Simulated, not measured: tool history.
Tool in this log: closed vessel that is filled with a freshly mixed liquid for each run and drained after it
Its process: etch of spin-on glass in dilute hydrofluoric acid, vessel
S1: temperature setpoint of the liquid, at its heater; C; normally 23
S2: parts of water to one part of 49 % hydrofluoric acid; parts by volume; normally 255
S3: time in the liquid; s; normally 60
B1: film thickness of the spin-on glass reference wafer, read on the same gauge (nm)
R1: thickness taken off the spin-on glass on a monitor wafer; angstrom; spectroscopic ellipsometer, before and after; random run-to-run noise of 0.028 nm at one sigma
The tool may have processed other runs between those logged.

run   hour    S1   S2  S3     B1     R1
  1      0    23  165  60  59.98  154.2
  2   18.8    23  165  60     60  154.4
  3   49.4    23  255  35  60.01   53.1
  4   80.7    23  255  35  60.01   53.1
  5   95.1    23  255  60     60     92
  6  113.4    23  255  60     60     92
  7  144.5    23  255  60  59.99   91.5
  8  163.8    23  255  60     60   92.2
     182.2  -- thermometer replaced
  9  182.7    23  255  60  60.01   89.2
     195.1  -- hydrofluoric acid flow meter replaced
 10  213.2    23  255  90  59.97  122.1
 11  226.2    23  255  60  59.98   81.6
       296  -- gauge calibrated
 12  303.4    26  325  60  59.98     67
 13  326.7    23  255  40  60.01   54.8
 14  352.9    26  255  60     60   92.3
 15  385.1  21.5  130  60     60  175.5
 16  415.6    26  205  50  59.99  100.8
 17  451.1    23  255  60     60   83.8
 18  477.3  20.5  190  60  60.03  109.6
 19  529.6  26.5  255  60     60   95.8
 20  555.4    25  255  70  59.99  105.8

Same runs, no hidden state in the tool, same run-to-run variation:
Hidden conditions of the tool in this case: liquid hotter than its thermometer reads (K); hydrofluoric acid flow above the setpoint (%); gauge reads high (%).
run     R1
  1  136.5
  2  136.5
  3   46.6
  4   46.5
  5   80.4
  6   80.2
  7   79.5
  8     80
  9   79.9
 10  119.6
 11   79.9
 12     65
 13     53
 14   89.1
 15  168.8
 16   96.7
 17     80
 18  104.4
 19   90.8
 20   99.9
